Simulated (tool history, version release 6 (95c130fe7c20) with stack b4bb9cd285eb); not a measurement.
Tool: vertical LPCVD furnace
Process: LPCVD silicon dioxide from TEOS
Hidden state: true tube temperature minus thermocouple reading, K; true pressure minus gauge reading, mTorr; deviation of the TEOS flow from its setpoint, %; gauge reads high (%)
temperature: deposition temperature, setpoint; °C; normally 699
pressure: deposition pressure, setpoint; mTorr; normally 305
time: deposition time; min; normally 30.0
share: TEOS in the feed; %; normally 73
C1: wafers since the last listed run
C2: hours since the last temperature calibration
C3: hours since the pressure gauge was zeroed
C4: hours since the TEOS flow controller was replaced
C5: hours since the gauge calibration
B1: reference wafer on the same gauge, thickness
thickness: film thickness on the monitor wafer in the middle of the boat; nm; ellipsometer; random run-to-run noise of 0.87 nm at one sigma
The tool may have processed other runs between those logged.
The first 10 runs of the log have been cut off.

{"hour": 1045.2, "done": "pressure gauge zeroed"}
{"run": 11, "hour": 1119.9, "temperature": 699, "pressure": 305, "time": 30.0, "share": 73, "C1": 4893, "C2": 3423.1, "C3": 74.7, "C4": 351.8, "C5": 1426.8, "B1": 209.5, "thickness": 229.18}
{"run": 12, "hour": 1220.3, "temperature": 708, "pressure": 270, "time": 30.0, "share": 87, "C1": 1638, "C2": 3523.5, "C3": 175.1, "C4": 452.2, "C5": 1527.2, "B1": 209.89, "thickness": 289.96}
{"hour": 1254.0, "done": "thermocouples replaced and temperature profile calibrated"}
{"run": 13, "hour": 1273.9, "temperature": 699, "pressure": 305, "time": 30.0, "share": 73, "C1": 483, "C2": 19.9, "C3": 228.7, "C4": 505.8, "C5": 1580.8, "B1": 209.56, "thickness": 229.71}
{"run": 14, "hour": 1350.0, "temperature": 699, "pressure": 305, "time": 40.0, "share": 65, "C1": 1242, "C2": 96.0, "C3": 304.8, "C4": 581.9, "C5": 1656.9, "B1": 209.76, "thickness": 289.66}
{"run": 15, "hour": 1423.0, "temperature": 699, "pressure": 360, "time": 18.0, "share": 80, "C1": 1191, "C2": 169.0, "C3": 377.8, "C4": 654.9, "C5": 1729.9, "B1": 210.09, "thickness": 156.98}
{"run": 16, "hour": 1507.9, "temperature": 699, "pressure": 265, "time": 19.5, "share": 73, "C1": 1385, "C2": 253.9, "C3": 462.7, "C4": 739.8, "C5": 1814.8, "B1": 209.88, "thickness": 140.3}
{"run": 17, "hour": 1547.6, "temperature": 699, "pressure": 305, "time": 30.0, "share": 79, "C1": 648, "C2": 293.6, "C3": 502.4, "C4": 779.5, "C5": 1854.5, "B1": 210.02, "thickness": 238.85}
{"run": 18, "hour": 1637.0, "temperature": 705, "pressure": 305, "time": 30.0, "share": 79, "C1": 1459, "C2": 383.0, "C3": 591.8, "C4": 868.9, "C5": 1943.9, "B1": 209.83, "thickness": 276.21}
{"hour": 1665.9, "done": "gauge calibrated"}
{"run": 19, "hour": 1710.1, "temperature": 699, "pressure": 305, "time": 30.0, "share": 73, "C1": 1193, "C2": 456.1, "C3": 664.9, "C4": 942.0, "C5": 44.2, "B1": 209.87, "thickness": 230.58}
{"run": 20, "hour": 1749.5, "temperature": 688, "pressure": 325, "time": 30.0, "share": 60, "C1": 643, "C2": 495.5, "C3": 704.3, "C4": 981.4, "C5": 83.6, "B1": 209.76, "thickness": 166.57}
{"run": 21, "hour": 1789.2, "temperature": 699, "pressure": 305, "time": 30.0, "share": 86, "C1": 648, "C2": 535.2, "C3": 744.0, "C4": 1021.1, "C5": 123.3, "B1": 210.03, "thickness": 250.69}
{"run": 22, "hour": 1848.8, "temperature": 699, "pressure": 305, "time": 30.0, "share": 73, "C1": 972, "C2": 594.8, "C3": 803.6, "C4": 1080.7, "C5": 182.9, "B1": 209.93, "thickness": 231.86}
{"run": 23, "hour": 1951.6, "temperature": 710, "pressure": 305, "time": 30.0, "share": 73, "C1": 1678, "C2": 697.6, "C3": 906.4, "C4": 1183.5, "C5": 285.7, "B1": 209.96, "thickness": 298.3}
{"run": 24, "hour": 1991.2, "temperature": 699, "pressure": 255, "time": 30.0, "share": 73, "C1": 646, "C2": 737.2, "C3": 946.0, "C4": 1223.1, "C5": 325.3, "B1": 210.37, "thickness": 212.47}
{"run": 25, "hour": 2039.9, "temperature": 699, "pressure": 305, "time": 30.0, "share": 73, "C1": 794, "C2": 785.9, "C3": 994.7, "C4": 1271.8, "C5": 374.0, "B1": 210.16, "thickness": 232.81}
{"run": 26, "hour": 2100.6, "temperature": 687, "pressure": 370, "time": 30.0, "share": 84, "C1": 990, "C2": 846.6, "C3": 1055.4, "C4": 1332.5, "C5": 434.7, "B1": 210.22, "thickness": 205.38}
{"run": 27, "hour": 2163.9, "temperature": 692, "pressure": 305, "time": 21.5, "share": 73, "C1": 1033, "C2": 909.9, "C3": 1118.7, "C4": 1395.8, "C5": 498.0, "B1": 210.13, "thickness": 141.3}
{"run": 28, "hour": 2223.6, "temperature": 699, "pressure": 305, "time": 30.0, "share": 83, "C1": 974, "C2": 969.6, "C3": 1178.4, "C4": 1455.5, "C5": 557.7, "B1": 209.91, "thickness": 245.54}
{"run": 29, "hour": 2328.0, "temperature": 693, "pressure": 305, "time": 22.5, "share": 73, "C1": 1704, "C2": 1074.0, "C3": 1282.8, "C4": 1559.9, "C5": 662.1, "B1": 210.08, "thickness": 150.93}
{"run": 30, "hour": 2386.3, "temperature": 710, "pressure": 235, "time": 20.0, "share": 78, "C1": 951, "C2": 1132.3, "C3": 1341.1, "C4": 1618.2, "C5": 720.4, "B1": 209.84, "thickness": 182.16}
{"run": 31, "hour": 2475.0, "temperature": 699, "pressure": 305, "time": 30.0, "share": 73, "C1": 1447, "C2": 1221.0, "C3": 1429.8, "C4": 1706.9, "C5": 809.1, "B1": 209.83, "thickness": 232.93}
{"run": 32, "hour": 2563.5, "temperature": 699, "pressure": 305, "time": 30.0, "share": 81, "C1": 1444, "C2": 1309.5, "C3": 1518.3, "C4": 1795.4, "C5": 897.6, "B1": 209.74, "thickness": 243.61}

Here are 3 independent what-if runs from the current tool condition. What would each one return?
{"run": "A", "hour": 2567.1, "temperature": 699, "pressure": 305, "time": 30.0, "share": 73, "C1": 58, "C2": 1313.1, "C3": 1521.9, "C4": 1799.0, "C5": 901.2, "B1": "?", "thickness": "?"}
{"run": "B", "hour": 2567.1, "temperature": 699, "pressure": 305, "time": 22.5, "share": 62, "C1": 58, "C2": 1313.1, "C3": 1521.9, "C4": 1799.0, "C5": 901.2, "B1": "?", "thickness": "?"}
{"run": "C", "hour": 2567.1, "temperature": 699, "pressure": 280, "time": 30.0, "share": 79, "C1": 58, "C2": 1313.1, "C3": 1521.9, "C4": 1799.0, "C5": 901.2, "B1": "?", "thickness": "?"}

run=A B1=210.12 thickness=231.41
run=B B1=210.12 thickness=159.95
run=C B1=210.12 thickness=231.01
Without the tool's unlogged condition, the same runs would have read:
run=A thickness=227.42
run=B thickness=157.19
run=C thickness=226.68
